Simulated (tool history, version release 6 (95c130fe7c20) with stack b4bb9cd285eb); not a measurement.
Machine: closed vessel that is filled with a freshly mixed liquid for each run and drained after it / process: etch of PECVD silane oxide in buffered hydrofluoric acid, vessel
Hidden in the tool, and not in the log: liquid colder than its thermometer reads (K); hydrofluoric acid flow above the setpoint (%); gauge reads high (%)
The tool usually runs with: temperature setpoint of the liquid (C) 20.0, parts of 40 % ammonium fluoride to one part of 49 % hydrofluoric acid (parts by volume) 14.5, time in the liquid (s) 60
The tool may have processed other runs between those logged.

run	day	temperature setpoint of the liquid (C)	parts of 40 % ammonium fluoride to one part of 49 % hydrofluoric acid (parts by volume)	time in the liquid (s)	wafers since the last listed run	hours since the thermometer was replaced	hours since the hydrofluoric acid flow meter was replaced	hours since the gauge calibration	read-back film thickness of the PECVD silane oxide reference wafer, read on the same gauge (nm)	thickness taken off the PECVD silane oxide on a monitor wafer (angstrom)
1	0.000	20.0	14.5	60	0	1174.6	689.5	275.5	30.04	630.1
2	8.379	22.0	14.5	60	28273	1375.7	890.6	476.6	30.06	713.1
3	11.050	19.0	14.5	60	9012	1439.8	954.7	540.7	30.05	602.5
4	13.562	19.0	14.5	60	8477	1500.1	1015.0	601.0	29.96	606.4
5	15.333	20.0	14.5	60	5975	1542.6	1057.5	643.5	30.02	649.2
6	16.983	20.0	14.5	60	5567	1582.2	1097.1	683.1	29.99	642.5
7	18.483	20.0	14.5	60	5061	1618.2	1133.1	719.1	30.01	654.0
8	20.629	20.0	14.5	50	7240	1669.7	1184.6	770.6	29.94	542.4
9	24.575	20.0	14.5	50	13314	1764.4	1279.3	865.3	29.99	551.1
10	27.746	20.0	17.0	60	10699	1840.5	1355.4	941.4	30.03	567.4
11	30.421	20.0	14.5	70	9026	1904.7	1419.6	1005.6	29.98	777.3
12	34.662	20.0	14.5	60	14312	2006.5	1521.4	1107.4	30.01	674.4
13	36.179	20.0	9.5	30	5117	2042.9	1557.8	1143.8	29.94	490.1
14	39.992	20.0	14.5	60	12864	2134.4	1649.3	1235.3	30.00	667.4
15	42.117	25.0	10.5	80	7170	2185.4	1700.3	1286.3	29.97	1567.6
# day 42.762: gauge calibrated
16	43.912	22.0	9.5	90	6059	2228.5	1743.4	27.6	29.96	1668.0
# day 47.025: hydrofluoric acid flow meter replaced
17	47.154	20.0	14.5	60	10797	2306.3	3.1	105.4	29.96	598.2
18	51.529	24.0	14.5	85	14762	2411.3	108.1	210.4	29.96	1061.2
19	54.650	22.0	19.5	35	10530	2486.2	183.0	285.3	30.01	299.3
# day 55.450: thermometer replaced
20	59.071	20.0	12.5	60	14776	86.9	289.1	391.4	30.05	703.7
21	69.729	18.0	19.5	50	35964	342.7	544.9	647.2	29.96	349.9

A few steps of thickness taken off the PECVD silane oxide on a monitor wafer (angstrom) between consecutive runs. Split each: what settings, incoming material and random variation would produce without the hidden state, and what is left over for the hidden state, along with gauge scatter present in only one of the two compared results (measured, and without hidden state):
Run 14 -> 15: temperature setpoint of the liquid (C) 20.0 -> 25.0, parts of 40 % ammonium fluoride to one part of 49 % hydrofluoric acid (parts by volume) 14.5 -> 10.5, time in the liquid (s) 60 -> 80. thickness taken off the PECVD silane oxide on a monitor wafer (angstrom) +900.2: hidden state +65.9, all else +834.3.
Run 16 -> 17: temperature setpoint of the liquid (C) 22.0 -> 20.0, parts of 40 % ammonium fluoride to one part of 49 % hydrofluoric acid (parts by volume) 9.5 -> 14.5, time in the liquid (s) 90 -> 60, hydrofluoric acid flow meter replaced. thickness taken off the PECVD silane oxide on a monitor wafer (angstrom) -1069.8: hidden state -170.6, all else -899.2.

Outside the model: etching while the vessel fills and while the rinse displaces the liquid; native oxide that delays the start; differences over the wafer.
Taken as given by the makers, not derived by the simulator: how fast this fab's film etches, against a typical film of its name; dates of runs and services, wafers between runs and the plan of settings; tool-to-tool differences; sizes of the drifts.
